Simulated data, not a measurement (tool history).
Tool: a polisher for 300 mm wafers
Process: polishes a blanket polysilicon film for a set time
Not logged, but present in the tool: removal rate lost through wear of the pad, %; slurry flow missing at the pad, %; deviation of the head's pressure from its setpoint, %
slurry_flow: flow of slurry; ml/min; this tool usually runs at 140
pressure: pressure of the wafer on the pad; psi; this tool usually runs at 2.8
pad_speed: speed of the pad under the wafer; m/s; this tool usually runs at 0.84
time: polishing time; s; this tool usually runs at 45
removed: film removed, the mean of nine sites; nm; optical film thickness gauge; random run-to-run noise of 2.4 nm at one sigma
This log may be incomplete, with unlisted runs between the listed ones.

run    hour  slurry_flow  pressure  pad_speed  time  wafers since the last listed run  wafers polished on this pad  hours since the slurry nozzle was cleaned  hours since the head pressure was calibrated  incoming thickness of the incoming film, nm  removed
  1       0          140       2.8       0.84    45                                 0                           15                                      480.8                                         607.8                                         2115    270.5
        5.8  -- slurry nozzle cleaned
       29.5  -- head pressure recalibrated
  2    64.5          140       2.8       0.84    45                               363                          378                                       58.7                                            35                                         2078    247.8
  3   115.1          140       2.8       0.84    45                               298                          677                                      109.3                                          85.6                                       2108.4    251.6
  4   178.9          140       2.8       0.84    56                               376                         1053                                      173.1                                         149.4                                       2088.7    309.6
  5   213.2          140       2.8       0.84    56                               202                         1256                                      207.4                                         183.7                                       2110.6      309
      256.9  -- worn pad replaced by a new one
  6     264          140       2.8       0.74    45                               276                           42                                      258.2                                         234.5                                       2088.6    223.2
  7   315.8          140       2.8       0.74    45                               305                          348                                        310                                         286.3                                       2131.9    224.5
  8   486.2          140       2.8       0.74    45                              1005                         1353                                      480.4                                         456.7                                       2078.5    225.3
      523.8  -- slurry nozzle cleaned
  9   525.5          140       2.8          1    45                               226                         1580                                        1.7                                           496                                       2086.1    309.6
      579.3  -- worn pad replaced by a new one
 10   584.9          140       2.8          1    45                               327                           33                                       61.1                                         555.4                                       2099.2    318.6
      601.6  -- head pressure recalibrated
 11   627.8          140       2.8        0.6    36                               241                          274                                        104                                          26.2                                       2079.3    127.7
 12   668.3          140       2.8        0.6    36                               239                          513                                      144.5                                          66.7                                       2089.1      127
 13   712.8          140       2.8        0.6    36                               262                          776                                        189                                         111.2                                       2095.2    123.9
 14   760.5          140       3.2          1    58                               281                         1058                                      236.7                                         158.9                                       2106.7    372.5
 15   830.1          140       2.8       0.74    45                               410                         1469                                      306.3                                         228.5                                       2084.4      195
        866  -- worn pad replaced by a new one
      870.8  -- head pressure recalibrated, repeated, since the last time left the tool worse
 16   871.9           95       3.5       0.98    53                               211                           22                                      348.1                                           1.1                                       2093.6      370
 17   911.9          175       3.2       1.08    33                               236                          259                                      388.1                                          41.1                                       2088.6    271.4
 18   944.6          105       2.5          1    45                               193                          452                                      420.8                                          73.8                                       2105.1    251.2
      965.8  -- slurry nozzle cleaned
 19  1015.3          100       3.7       0.84    35                               411                          863                                       49.5                                         144.5                                       2106.7    228.2
 20  1059.7          140       2.8       1.04    45                               262                         1125                                       93.9                                         188.9                                       2092.5    305.9
     1126.4  -- worn pad replaced by a new one
 21  1126.9          105         2       1.12    32                               373                            2                                      161.1                                         256.1                                       2096.8    175.2
 22  1318.6          140       2.8       0.84    45                              1131                         1134                                      352.8                                         447.8                                       2105.5    259.3
 23  1363.7          140       3.5       1.02    39                               266                         1400                                      397.9                                         492.9                                         2126    327.1
     1410.6  -- worn pad replaced by a new one
 24  1421.4          170         2       0.84    45                               317                           63                                      455.6                                         550.6                                       2098.3    212.7
     1450.1  -- head pressure recalibrated
     1454.7  -- slurry nozzle cleaned
 25    1456          140       2.4        0.6    45                               186                          250                                        1.3                                           5.9                                       2113.3    159.9
 26    1504          140       2.8       1.04    45                               283                          533                                       49.3                                          53.9                                       2084.7      313

Hidden state or all else? Some run-to-run changes of removed, split into what the settings, what came in and random variation would give without the hidden state, and what is left for the hidden state (with any gauge scatter that isn't in both results):
Run 10 -> 11: pad_speed 1 -> 0.6, time 45 -> 36, head pressure recalibrated. removed -190.9 nm: hidden state -34.9, all else -156.
Run 13 -> 14: pressure 2.8 -> 3.2, pad_speed 0.6 -> 1, time 36 -> 58. removed +248.6 nm: hidden state -32.1, all else +280.7.
